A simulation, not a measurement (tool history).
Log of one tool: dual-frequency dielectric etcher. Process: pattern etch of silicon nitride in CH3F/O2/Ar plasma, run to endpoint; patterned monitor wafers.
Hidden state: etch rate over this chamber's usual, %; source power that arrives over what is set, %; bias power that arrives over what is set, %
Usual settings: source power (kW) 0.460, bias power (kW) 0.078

| run | day | source power (kW) | bias power (kW) | wafers since the last listed run | hours since the last wet clean | hours since the last source power generator calibration | hours since the last bias power generator calibration | hours since the last upper electrode change | incoming incoming film thickness, nm | endpoint time (s) |
|---|---|---|---|---|---|---|---|---|---|---|
| 1 | 0.000 | 0.460 | 0.078 | 0 | 300.5 | 1572.5 | 2164.2 | 4895.4 | 28.61 | 38.3 |
| 2 | 4.029 | 0.460 | 0.078 | 1491 | 397.2 | 1669.2 | 2260.9 | 4992.1 | 29.02 | 39.3 |
| 3 | 6.108 | 0.460 | 0.065 | 769 | 447.1 | 1719.1 | 2310.8 | 5042.0 | 28.79 | 42.3 |
| 4 | 7.958 | 0.460 | 0.065 | 684 | 491.5 | 1763.5 | 2355.2 | 5086.4 | 29.07 | 42.9 |
|  | 9.388 | wet clean of the chamber |
| 5 | 11.204 | 0.460 | 0.065 | 831 | 43.6 | 1841.4 | 2433.1 | 5164.3 | 28.79 | 41.2 |
| 6 | 13.608 | 0.460 | 0.078 | 890 | 101.3 | 1899.1 | 2490.8 | 5222.0 | 28.85 | 37.9 |
| 7 | 17.058 | 0.460 | 0.078 | 1277 | 184.1 | 1981.9 | 2573.6 | 5304.8 | 29.06 | 38.2 |
| 8 | 19.188 | 0.460 | 0.078 | 788 | 235.2 | 2033.0 | 2624.7 | 5355.9 | 29.15 | 39.1 |
|  | 21.738 | upper electrode replaced |
| 9 | 25.725 | 0.460 | 0.078 | 2050 | 392.1 | 2189.9 | 2781.6 | 95.7 | 29.10 | 39.5 |
| 10 | 28.808 | 0.460 | 0.078 | 1141 | 466.1 | 2263.9 | 2855.6 | 169.7 | 29.08 | 39.3 |
|  | 29.696 | source power generator calibrated |
|  | 31.150 | bias power generator calibrated |
|  | 32.342 | wet clean of the chamber |
| 11 | 33.046 | 0.460 | 0.078 | 1075 | 16.9 | 80.4 | 45.5 | 271.4 | 29.12 | 38.3 |
| 12 | 35.379 | 0.380 | 0.094 | 863 | 72.9 | 136.4 | 101.5 | 327.4 | 29.41 | 38.1 |
| 13 | 39.758 | 0.460 | 0.092 | 1621 | 178.0 | 241.5 | 206.6 | 432.5 | 29.06 | 35.8 |
| 14 | 41.325 | 0.360 | 0.095 | 580 | 215.6 | 279.1 | 244.2 | 470.1 | 29.04 | 38.6 |
| 15 | 43.229 | 0.530 | 0.067 | 705 | 261.3 | 324.8 | 289.9 | 515.8 | 29.14 | 39.7 |
| 16 | 44.862 | 0.400 | 0.095 | 604 | 300.5 | 364.0 | 329.1 | 555.0 | 29.02 | 37.2 |
| 17 | 49.138 | 0.460 | 0.091 | 1582 | 403.1 | 466.6 | 431.7 | 657.6 | 29.01 | 36.3 |
| 18 | 51.183 | 0.460 | 0.078 | 757 | 452.2 | 515.7 | 480.8 | 706.7 | 29.17 | 39.5 |
|  | 54.583 | wet clean of the chamber |
| 19 | 54.604 | 0.520 | 0.087 | 896 | 0.5 | 597.8 | 562.9 | 788.8 | 28.94 | 33.8 |
| 20 | 62.642 | 0.460 | 0.078 | 2975 | 193.4 | 790.7 | 755.8 | 981.7 | 29.30 | 38.8 |
| 21 | 64.371 | 0.460 | 0.078 | 640 | 234.9 | 832.2 | 797.3 | 1023.2 | 28.93 | 38.1 |

Hidden state at the last listed run before each entry between runs and at the first one after, where it differs:
Between runs 4 and 5: wet clean of the chamber (day 9.388)
  etch rate over this chamber's usual, %: -5.3 -> -1.22
  measured less the result without the state, endpoint time (s): +2.3 -> +0.5
Between runs 8 and 9: upper electrode replaced (day 21.738)
  etch rate over this chamber's usual, %: -2.96 -> -4.38
  measured less the result without the state, endpoint time (s): +1.2 -> +1.8
Between runs 10 and 11: source power generator calibrated (day 29.696); bias power generator calibrated (day 31.150); wet clean of the chamber (day 32.342)
  etch rate over this chamber's usual, %: -5.06 -> -0.583
  measured less the result without the state, endpoint time (s): +2.0 -> +0.3
Between runs 18 and 19: wet clean of the chamber (day 54.583)
  etch rate over this chamber's usual, %: -4.54 -> 0.117
  measured less the result without the state, endpoint time (s): +1.8 -> +0.0

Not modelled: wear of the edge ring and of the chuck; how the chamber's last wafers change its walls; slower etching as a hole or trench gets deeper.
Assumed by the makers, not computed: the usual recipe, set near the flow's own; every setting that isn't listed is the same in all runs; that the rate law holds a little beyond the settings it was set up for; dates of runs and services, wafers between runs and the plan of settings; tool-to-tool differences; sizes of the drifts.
